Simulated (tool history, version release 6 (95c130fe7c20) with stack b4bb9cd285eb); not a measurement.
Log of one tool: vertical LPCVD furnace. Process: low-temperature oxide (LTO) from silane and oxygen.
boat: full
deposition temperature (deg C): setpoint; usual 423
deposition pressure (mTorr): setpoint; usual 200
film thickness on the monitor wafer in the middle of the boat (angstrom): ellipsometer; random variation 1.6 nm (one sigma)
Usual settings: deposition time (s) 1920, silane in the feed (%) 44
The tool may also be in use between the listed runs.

run    hour  deposition temperature (deg C)  deposition pressure (mTorr)  deposition time (s)  silane in the feed (%)  read-back reference wafer on the same gauge, thickness  film thickness on the monitor wafer in the middle of the boat (angstrom)
  1       0                             429                          200                 1920                      44                                                  365.26                                                                    4008.2
  2    46.9                             429                          200                 1920                      44                                                  365.55                                                                    3985.7
  3   110.7                             423                          200                 1920                      44                                                  365.86                                                                    3739.5
      182.3  -- thermocouples replaced and temperature profile calibrated
  4   182.8                             423                          200                 1920                      44                                                  365.69                                                                    3800.8
  5   233.5                             423                          200                 1920                      50                                                  366.17                                                                    4205.8
  6   267.5                             423                          200                 1920                      50                                                  366.39                                                                    4221.6
  7   334.4                             423                          200                 1920                      44                                                  366.31                                                                    3777.2
  8   366.5                             423                          200                 1920                      44                                                  366.42                                                                    3781.1
  9   434.7                             423                          200                 1920                      44                                                  366.81                                                                    3765.7
 10   492.8                             423                          200                 1920                      44                                                  366.59                                                                    3774.8
 11     555                             423                          200                 1920                      44                                                  366.37                                                                    3789.1
 12   579.3                             423                          165                 1920                      44                                                  366.09                                                                    3128.4
 13   616.9                             423                          175                 2430                      37                                                  366.69                                                                      3506
 14   648.9                             415                          165                 1200                      49                                                  367.03                                                                    1991.3
 15   701.1                             423                          235                 1920                      44                                                  366.52                                                                    4456.2
 16   753.5                             423                          235                 2580                      44                                                  366.26                                                                    6001.1
      811.7  -- pressure gauge zeroed
 17   812.2                             423                          200                 2220                      44                                                  366.73                                                                    4395.3
 18   824.6                             423                          200                 1920                      44                                                  366.78                                                                      3787
 19   867.5                             423                          200                 1920                      39                                                  366.62                                                                    3362.6
 20   903.5                             423                          200                 1920                      50                                                  366.45                                                                    4225.3
 21   971.1                             433                          200                 1920                      44                                                  366.92                                                                    4173.7
      996.7  -- silane flow controller replaced
 22  1006.1                             414                          185                 2130                      41                                                  366.87                                                                      3299
     1084.9  -- gauge calibrated
 23  1171.7                             412                          200                 1410                      44                                                  359.58                                                                    2445.4
 24    1199                             423                          230                 2130                      44                                                  359.89                                                                    4739.6
 25    1242                             423                          200                 1920                      49                                                  360.12                                                                    4057.7
 26  1365.4                             423                          200                 1920                      44                                                  360.89                                                                    3738.9
 27  1401.6                             423                          200                 1920                      44                                                  361.15                                                                    3746.5
 28  1612.7                             414                          220                 1380                      50                                                  362.26                                                                    3030.4
 29  1675.2                             423                          200                 1170                      48                                                  363.05                                                                    2481.2
 30  1715.1                             415                          200                 1920                      50                                                   363.6                                                                    3905.5
 31  1768.9                             432                          200                 1920                      44                                                  363.68                                                                    4095.6
 32  1834.2                             423                          220                 1440                      41                                                  363.86                                                                    2868.6

Measured less the same run without the tool's hidden state. The same run-to-run variation is in both; the gauge's scatter may not be:
The hidden state here: true tube temperature minus thermocouple reading, K; true pressure minus gauge reading, mTorr; deviation of the silane flow from its setpoint, %; gauge reads high (%).
run  film thickness on the monitor wafer in the middle of the boat (angstrom)
  1                                                                     +79.6
  2                                                                     +80.7
  3                                                                     +77.4
  4                                                                     +80.5
  5                                                                     +90.4
  6                                                                     +91.5
  7                                                                     +83.3
  8                                                                       +84
  9                                                                     +84.9
 10                                                                     +86.1
 11                                                                     +87.4
 12                                                                     +72.4
 13                                                                     +81.7
 14                                                                     +46.6
 15                                                                    +105.2
 16                                                                    +142.7
 17                                                                    +105.3
 18                                                                     +90.9
 19                                                                     +81.1
 20                                                                    +102.3
 21                                                                    +101.7
 22                                                                     +80.7
 23                                                                      +8.4
 24                                                                       +20
 25                                                                     +21.7
 26                                                                     +31.2
 27                                                                     +34.2
 28                                                                     +39.7
 29                                                                       +35
 30                                                                     +57.4
 31                                                                     +63.2
 32                                                                     +46.8
